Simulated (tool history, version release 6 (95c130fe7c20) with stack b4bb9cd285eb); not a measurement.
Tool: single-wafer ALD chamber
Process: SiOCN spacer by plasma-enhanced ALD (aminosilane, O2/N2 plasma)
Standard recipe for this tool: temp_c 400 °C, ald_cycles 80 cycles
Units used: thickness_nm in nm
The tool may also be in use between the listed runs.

run	hour	temp_c	ald_cycles	wafers since the last listed run	hours since the last thermocouple change	hours since the gauge calibration	read-back reference wafer on the same gauge, thickness_nm	thickness_nm
1	0.0	400	84	0	428.9	286.2	6.099	5.776
2	16.7	400	80	41	445.6	302.9	6.102	5.535
3	31.5	400	80	36	460.4	317.7	6.100	5.525
4	50.6	400	80	47	479.5	336.8	6.098	5.512
5	80.3	400	80	73	509.2	366.5	6.106	5.502
6	95.6	400	80	37	524.5	381.8	6.103	5.507
7	122.8	400	80	67	551.7	409.0	6.106	5.528
8	157.6	400	90	86	586.5	443.8	6.107	6.242
9	174.9	400	90	42	603.8	461.1	6.110	6.239
10	188.7	400	80	34	617.6	474.9	6.110	5.528
11	214.1	400	80	62	643.0	500.3	6.115	5.503
12	249.4	400	80	87	678.3	535.6	6.112	5.545
13	280.4	400	80	76	709.3	566.6	6.113	5.529
14	312.9	400	80	80	741.8	599.1	6.123	5.533
15	348.4	411	80	87	777.3	634.6	6.128	5.301
16	382.7	411	80	84	811.6	668.9	6.132	5.339
17	416.1	411	80	82	845.0	702.3	6.129	5.318
18	429.2	400	80	32	858.1	715.4	6.135	5.524
19	452.3	400	80	57	881.2	738.5	6.138	5.549
20	477.4	391	69	62	906.3	763.6	6.134	4.785
21	492.8	400	80	38	921.7	779.0	6.135	5.558
22	510.1	394	74	42	939.0	796.3	6.137	5.129
23	535.3	386	80	62	964.2	821.5	6.141	5.565
24	559.3	400	80	59	988.2	845.5	6.143	5.525
25	592.1	395	80	81	1021.0	878.3	6.155	5.553
26	610.8	412	80	46	1039.7	897.0	6.150	5.342
27	645.5	400	67	85	1074.4	931.7	6.161	4.660
# hour 720.2: thermocouple changed; heater temperature recalibrated
28	729.5	395	80	187	9.3	1015.7	6.168	5.592
# hour 757.1: gauge calibrated
29	759.2	400	80	73	39.0	2.1	6.096	5.530
30	778.7	387	85	48	58.5	21.6	6.091	5.872
31	806.4	400	80	68	86.2	49.3	6.095	5.510
32	819.5	405	87	32	99.3	62.4	6.093	5.890
33	846.5	394	90	66	126.3	89.4	6.092	6.200
34	875.0	389	67	70	154.8	117.9	6.091	4.590
35	887.7	400	80	31	167.5	130.6	6.091	5.527
36	913.1	400	80	62	192.9	156.0	6.096	5.489
37	947.6	410	89	85	227.4	190.5	6.096	5.904
38	980.4	386	64	81	260.2	223.3	6.097	4.421
39	997.0	400	80	41	276.8	239.9	6.096	5.534

Across each entry between runs, compare the hidden state at the last listed run before it with the hidden state at the first listed run after it:
Runs 27 to 28: thermocouple changed; heater temperature recalibrated (hour 720.2)
  gauge reads high (%): 1.13 -> 1.33
  difference, measured minus the result without the unlogged condition, thickness_nm: +0.052 -> +0.074 nm
Runs 28 to 29: gauge calibrated (hour 757.1)
  gauge reads high (%): 1.33 -> 0.0297
  difference, measured minus the result without the unlogged condition, thickness_nm: +0.074 -> +0.001 nm
